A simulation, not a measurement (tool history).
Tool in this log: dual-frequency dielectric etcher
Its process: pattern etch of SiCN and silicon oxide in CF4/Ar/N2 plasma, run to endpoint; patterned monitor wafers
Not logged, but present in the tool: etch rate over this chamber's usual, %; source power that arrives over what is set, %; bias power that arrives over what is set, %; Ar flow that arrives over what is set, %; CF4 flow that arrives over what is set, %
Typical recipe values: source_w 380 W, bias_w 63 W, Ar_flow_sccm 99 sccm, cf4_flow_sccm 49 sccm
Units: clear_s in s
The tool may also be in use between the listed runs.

| run | hour | source_w | bias_w | Ar_flow_sccm | cf4_flow_sccm | wafers since the last listed run | hours since the last wet clean | hours since the last source power generator calibration | hours since the last bias power generator calibration | hours since the last Ar flow controller change | hours since the last CF4 flow controller change | hours since the last upper electrode change | incoming incoming film thickness, nm | clear_s |
|---|---|---|---|---|---|---|---|---|---|---|---|---|---|---|
| 1 | 0.0 | 380 | 58 | 99 | 49 | 0 | 250.1 | 1530.0 | 1266.3 | 4334.2 | 3711.8 | 4934.2 | 13.75 | 20.3 |
| 2 | 11.8 | 380 | 63 | 99 | 49 | 128 | 261.9 | 1541.8 | 1278.1 | 4346.0 | 3723.6 | 4946.0 | 13.80 | 19.7 |
| 3 | 29.0 | 380 | 63 | 99 | 49 | 187 | 279.1 | 1559.0 | 1295.3 | 4363.2 | 3740.8 | 4963.2 | 13.74 | 19.7 |
| 4 | 40.7 | 380 | 63 | 99 | 49 | 127 | 290.8 | 1570.7 | 1307.0 | 4374.9 | 3752.5 | 4974.9 | 13.70 | 19.8 |
| 5 | 47.7 | 380 | 63 | 99 | 49 | 76 | 297.8 | 1577.7 | 1314.0 | 4381.9 | 3759.5 | 4981.9 | 13.81 | 19.9 |
| 6 | 61.0 | 380 | 63 | 99 | 49 | 144 | 311.1 | 1591.0 | 1327.3 | 4395.2 | 3772.8 | 4995.2 | 13.78 | 19.9 |
| 7 | 77.8 | 380 | 63 | 99 | 49 | 182 | 327.9 | 1607.8 | 1344.1 | 4412.0 | 3789.6 | 5012.0 | 13.79 | 19.8 |
| 8 | 88.5 | 380 | 63 | 99 | 49 | 116 | 338.6 | 1618.5 | 1354.8 | 4422.7 | 3800.3 | 5022.7 | 13.79 | 19.8 |
|  | 96.7 | source power generator calibrated |
| 9 | 98.5 | 380 | 63 | 99 | 45 | 65 | 348.6 | 1.8 | 1364.8 | 4432.7 | 3810.3 | 5032.7 | 13.77 | 20.1 |
| 10 | 112.9 | 380 | 63 | 99 | 45 | 156 | 363.0 | 16.2 | 1379.2 | 4447.1 | 3824.7 | 5047.1 | 13.75 | 19.9 |
| 11 | 126.9 | 320 | 76 | 79 | 49 | 152 | 377.0 | 30.2 | 1393.2 | 4461.1 | 3838.7 | 5061.1 | 13.86 | 19.4 |
|  | 140.3 | CF4 flow controller replaced |
| 12 | 140.8 | 380 | 63 | 99 | 49 | 86 | 390.9 | 44.1 | 1407.1 | 4475.0 | 0.5 | 5075.0 | 13.74 | 19.6 |
| 13 | 145.5 | 300 | 63 | 99 | 49 | 51 | 395.6 | 48.8 | 1411.8 | 4479.7 | 5.2 | 5079.7 | 13.70 | 21.4 |
|  | 174.9 | wet clean of the chamber |
| 14 | 175.4 | 450 | 63 | 99 | 37 | 64 | 0.5 | 78.7 | 1441.7 | 4509.6 | 35.1 | 5109.6 | 13.94 | 20.2 |
| 15 | 177.3 | 470 | 63 | 99 | 49 | 20 | 2.4 | 80.6 | 1443.6 | 4511.5 | 37.0 | 5111.5 | 13.79 | 18.5 |
| 16 | 186.0 | 380 | 63 | 99 | 55 | 94 | 11.1 | 89.3 | 1452.3 | 4520.2 | 45.7 | 5120.2 | 13.91 | 20.2 |
|  | 214.8 | upper electrode replaced |
| 17 | 215.3 | 380 | 63 | 81 | 61 | 57 | 40.4 | 118.6 | 1481.6 | 4549.5 | 75.0 | 0.5 | 13.72 | 19.4 |
|  | 220.3 | bias power generator calibrated |
| 18 | 220.8 | 380 | 63 | 75 | 59 | 16 | 45.9 | 124.1 | 0.5 | 4555.0 | 80.5 | 6.0 | 13.77 | 18.9 |
|  | 227.9 | Ar flow controller replaced |
| 19 | 233.7 | 330 | 50 | 85 | 45 | 75 | 58.8 | 137.0 | 13.4 | 5.8 | 93.4 | 18.9 | 13.66 | 22.7 |
| 20 | 240.0 | 380 | 63 | 99 | 49 | 68 | 65.1 | 143.3 | 19.7 | 12.1 | 99.7 | 25.2 | 13.88 | 20.5 |
| 21 | 288.3 | 380 | 63 | 107 | 49 | 526 | 113.4 | 191.6 | 68.0 | 60.4 | 148.0 | 73.5 | 13.62 | 20.4 |

The logged runs with the hidden state left out (each run's random variation unchanged):
| run | clear_s |
|---|---|
| 1 | 20.9 |
| 2 | 20.4 |
| 3 | 20.3 |
| 4 | 20.4 |
| 5 | 20.6 |
| 6 | 20.6 |
| 7 | 20.5 |
| 8 | 20.6 |
| 9 | 20.9 |
| 10 | 20.7 |
| 11 | 20.2 |
| 12 | 20.5 |
| 13 | 22.4 |
| 14 | 20.2 |
| 15 | 18.5 |
| 16 | 20.2 |
| 17 | 19.4 |
| 18 | 19.0 |
| 19 | 22.8 |
| 20 | 20.6 |
| 21 | 20.7 |

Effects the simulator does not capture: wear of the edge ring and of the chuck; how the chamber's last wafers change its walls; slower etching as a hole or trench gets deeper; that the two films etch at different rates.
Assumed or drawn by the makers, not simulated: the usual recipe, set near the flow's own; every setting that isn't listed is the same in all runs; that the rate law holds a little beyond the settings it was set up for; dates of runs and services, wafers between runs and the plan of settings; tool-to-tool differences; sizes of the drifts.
